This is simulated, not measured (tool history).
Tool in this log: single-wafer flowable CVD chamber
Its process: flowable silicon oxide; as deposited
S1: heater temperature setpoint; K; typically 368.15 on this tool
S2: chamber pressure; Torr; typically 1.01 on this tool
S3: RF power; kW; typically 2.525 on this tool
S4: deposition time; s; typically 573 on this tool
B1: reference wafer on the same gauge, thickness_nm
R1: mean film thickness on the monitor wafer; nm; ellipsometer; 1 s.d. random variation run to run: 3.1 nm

run,hour,S1,S2,S3,S4,B1,R1
1,0.0,368.15,1.14,2.525,606,522.268,782.337
2,25.5,368.15,1.01,2.525,573,522.967,670.161
3,39.6,368.15,1.01,2.525,573,523.015,660.706
4,69.7,368.15,1.01,2.525,573,523.990,669.474
# hour 80.4: gauge calibrated
5,87.9,368.15,1.01,2.525,573,523.048,663.948
6,114.1,368.15,1.01,2.525,573,522.622,663.643
# hour 129.3: capacitance manometer re-zeroed and calibrated
7,131.7,368.15,1.01,2.525,573,523.032,661.565
8,166.5,368.15,1.01,2.525,573,523.320,664.287
9,183.5,364.15,1.01,2.525,573,523.517,743.939
10,201.4,364.15,1.01,2.525,573,522.399,753.274
11,217.1,362.15,0.79,2.280,516,523.366,546.900
12,236.3,378.15,1.21,2.705,498,523.133,511.686
# hour 282.3: thermocouple changed; heater temperature recalibrated
13,294.9,368.15,1.17,2.525,465,523.789,682.485
# hour 304.1: showerhead replaced
14,323.2,368.15,1.16,2.985,573,522.201,859.557
15,335.4,357.15,0.88,2.525,573,522.664,871.141

Estimate the outcome of run 16 from the log above:
16,352.4,368.15,1.21,2.220,497,?,?

For run 16 the tool returned B1 523.528, R1 736.284 nm.
Were there no unlogged condition in the tool, this run, its random variation unchanged, would have produced R1 607.075 nm.

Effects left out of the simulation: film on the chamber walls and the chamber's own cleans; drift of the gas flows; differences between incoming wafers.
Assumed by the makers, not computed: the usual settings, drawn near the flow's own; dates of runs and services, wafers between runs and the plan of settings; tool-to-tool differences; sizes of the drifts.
